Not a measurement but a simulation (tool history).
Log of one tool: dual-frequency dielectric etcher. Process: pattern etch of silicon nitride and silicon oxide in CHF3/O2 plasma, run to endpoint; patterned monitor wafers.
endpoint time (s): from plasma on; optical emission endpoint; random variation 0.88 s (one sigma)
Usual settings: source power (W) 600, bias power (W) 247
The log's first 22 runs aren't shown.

run	hour	source power (W)	bias power (W)	incoming incoming film thickness, nm	endpoint time (s)
23	280.1	600	229	319.5	195.9
24	293.9	670	294	317.4	170.8
25	310.5	600	247	314.5	186.7
26	327	600	247	316.3	186.6
27	362.2	700	273	315.6	169.1
28	378.8	600	247	314.8	187.2
29	387.3	670	247	321	181.5
30	396.9	600	247	316.8	188.6
31	404.8	600	247	311.3	184.1
32	414.6	550	229	315.3	198.1
33	423.7	480	296	318.3	192.5
34	462.9	520	292	318.3	185.7

Forecast each of these 5 alternatives for the next run:
A	463.4	600	218	315.1	?
B	463.4	730	202	315.1	?
C	463.4	680	298	315.1	?
D	463.4	600	212	315.1	?
E	463.4	600	193	315.1	?

run	endpoint time (s)
A	192.9
B	182.4
C	165.4
D	194.6
E	200.4
Without the tool's hidden state the same runs would have given:
run	endpoint time (s)
A	196.7
B	186
C	168.7
D	198.5
E	204.4
